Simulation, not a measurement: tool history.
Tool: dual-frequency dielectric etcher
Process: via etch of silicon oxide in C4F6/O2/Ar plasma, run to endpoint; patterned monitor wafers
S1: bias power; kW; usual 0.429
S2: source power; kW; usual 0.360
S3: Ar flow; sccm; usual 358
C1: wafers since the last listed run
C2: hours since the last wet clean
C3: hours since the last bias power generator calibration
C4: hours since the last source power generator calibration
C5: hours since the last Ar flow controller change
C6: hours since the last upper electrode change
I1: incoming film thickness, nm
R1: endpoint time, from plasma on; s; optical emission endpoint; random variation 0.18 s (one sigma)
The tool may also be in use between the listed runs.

Run 1, day 0.000: usual settings; C1 0; C2 467.8; C3 1820.1; C4 2345.8; C5 3253.0; C6 1771.4; I1 123.6. Result: R1 29.3 s.
At day 0.771: wet clean of the chamber.
Run 2, day 3.921: usual settings; C1 999; C2 75.6; C3 1914.2; C4 2439.9; C5 3347.1; C6 1865.5; I1 123.9. Result: R1 29.3 s.
Run 3, day 5.725: usual settings but S3 337 sccm; C1 572; C2 118.9; C3 1957.5; C4 2483.2; C5 3390.4; C6 1908.8; I1 123.5. Result: R1 28.8 s.
Run 4, day 8.708: usual settings but S2 0.420 kW, S3 418 sccm; C1 946; C2 190.5; C3 2029.1; C4 2554.8; C5 3462.0; C6 1980.4; I1 123.5. Result: R1 28.2 s.
Run 5, day 13.108: usual settings but S2 0.420 kW, S3 418 sccm; C1 1396; C2 296.1; C3 2134.7; C4 2660.4; C5 3567.6; C6 2086.0; I1 123.8. Result: R1 28.3 s.
Run 6, day 15.804: usual settings; C1 855; C2 360.8; C3 2199.4; C4 2725.1; C5 3632.3; C6 2150.7; I1 123.9. Result: R1 29.1 s.
Run 7, day 18.604: usual settings; C1 888; C2 428.0; C3 2266.6; C4 2792.3; C5 3699.5; C6 2217.9; I1 123.5. Result: R1 28.9 s.
At day 20.658: wet clean of the chamber.
Run 8, day 21.508: usual settings; C1 604; C2 20.4; C3 2336.3; C4 2862.0; C5 3769.2; C6 2287.6; I1 125.1. Result: R1 29.6 s.
At day 22.571: bias power generator calibrated.
At day 25.412: source power generator calibrated.
At day 26.400: upper electrode replaced.
Run 9, day 26.421: usual settings; C1 1139; C2 138.3; C3 92.4; C4 24.2; C5 3887.1; C6 0.5; I1 123.3. Result: R1 29.4 s.
Run 10, day 28.000: usual settings; C1 501; C2 176.2; C3 130.3; C4 62.1; C5 3925.0; C6 38.4; I1 124.1. Result: R1 29.7 s.
Run 11, day 30.946: usual settings; C1 934; C2 246.9; C3 201.0; C4 132.8; C5 3995.7; C6 109.1; I1 122.8. Result: R1 29.3 s.
At day 35.112: Ar flow controller replaced.
Run 12, day 35.379: usual settings; C1 1327; C2 353.3; C3 307.4; C4 239.2; C5 6.4; C6 215.5; I1 123.6. Result: R1 29.2 s.
At day 39.671: wet clean of the chamber.
Run 13, day 39.771: usual settings but S1 0.498 kW, S2 0.330 kW, S3 430 sccm; C1 1076; C2 2.4; C3 412.8; C4 344.6; C5 111.8; C6 320.9; I1 124.7. Result: R1 29.4 s.
Run 14, day 41.904: usual settings but S1 0.516 kW, S2 0.440 kW, S3 437 sccm; C1 677; C2 53.6; C3 464.0; C4 395.8; C5 163.0; C6 372.1; I1 123.3. Result: R1 25.8 s.
Run 15, day 43.700: usual settings but S1 0.374 kW, S2 0.390 kW, S3 416 sccm; C1 569; C2 96.7; C3 507.1; C4 438.9; C5 206.1; C6 415.2; I1 122.9. Result: R1 30.8 s.
Run 16, day 46.721: usual settings but S1 0.363 kW, S2 0.430 kW, S3 306 sccm; C1 958; C2 169.2; C3 579.6; C4 511.4; C5 278.6; C6 487.7; I1 123.0. Result: R1 28.7 s.
Run 17, day 49.025: usual settings but S3 438 sccm; C1 731; C2 224.5; C3 634.9; C4 566.7; C5 333.9; C6 543.0; I1 122.9. Result: R1 29.9 s.
Run 18, day 52.304: usual settings; C1 1040; C2 303.2; C3 713.6; C4 645.4; C5 412.6; C6 621.7; I1 123.4. Result: R1 29.4 s.
Run 19, day 55.812: usual settings but S1 0.471 kW, S2 0.300 kW, S3 434 sccm; C1 1113; C2 387.4; C3 797.8; C4 729.6; C5 496.8; C6 705.9; I1 122.8. Result: R1 30.6 s.
At day 60.012: wet clean of the chamber.
Run 20, day 60.071: usual settings but S2 0.440 kW; C1 1034; C2 1.4; C3 900.0; C4 831.8; C5 599.0; C6 808.1; I1 123.5. Result: R1 27.2 s.
Run 21, day 61.804: usual settings but S2 0.410 kW; C1 550; C2 43.0; C3 941.6; C4 873.4; C5 640.6; C6 849.7; I1 122.2. Result: R1 27.9 s.
Run 22, day 64.825: usual settings but S1 0.391 kW, S2 0.400 kW, S3 391 sccm; C1 958; C2 115.5; C3 1014.1; C4 945.9; C5 713.1; C6 922.2; I1 123.8. Result: R1 29.6 s.
Run 23, day 70.333: usual settings but S1 0.326 kW; C1 1748; C2 247.7; C3 1146.3; C4 1078.1; C5 845.3; C6 1054.4; I1 123.1. Result: R1 32.8 s.

Forecast each of these 5 alternatives for the next run:
Run A, day 70.350: usual settings; C1 5; C2 248.1; C3 1146.7; C4 1078.5; C5 845.7; C6 1054.8; I1 122.6. Result: R1 ?.
Run B, day 70.350: usual settings but S1 0.463 kW, S2 0.410 kW, S3 293 sccm; C1 5; C2 248.1; C3 1146.7; C4 1078.5; C5 845.7; C6 1054.8; I1 122.6. Result: R1 ?.
Run C, day 70.350: usual settings but S1 0.385 kW, S2 0.330 kW; C1 5; C2 248.1; C3 1146.7; C4 1078.5; C5 845.7; C6 1054.8; I1 122.6. Result: R1 ?.
Run D, day 70.350: usual settings but S1 0.370 kW, S2 0.450 kW, S3 440 sccm; C1 5; C2 248.1; C3 1146.7; C4 1078.5; C5 845.7; C6 1054.8; I1 122.6. Result: R1 ?.
Run E, day 70.350: usual settings but S1 0.342 kW, S3 285 sccm; C1 5; C2 248.1; C3 1146.7; C4 1078.5; C5 845.7; C6 1054.8; I1 122.6. Result: R1 ?.

run    R1
  A  29.4
  B  26.2
  C  31.8
  D  29.9
  E  31.2
Without the tool's hidden state the same runs would have given:
run    R1
  A  29.4
  B  26.2
  C  31.8
  D  29.9
  E  31.2
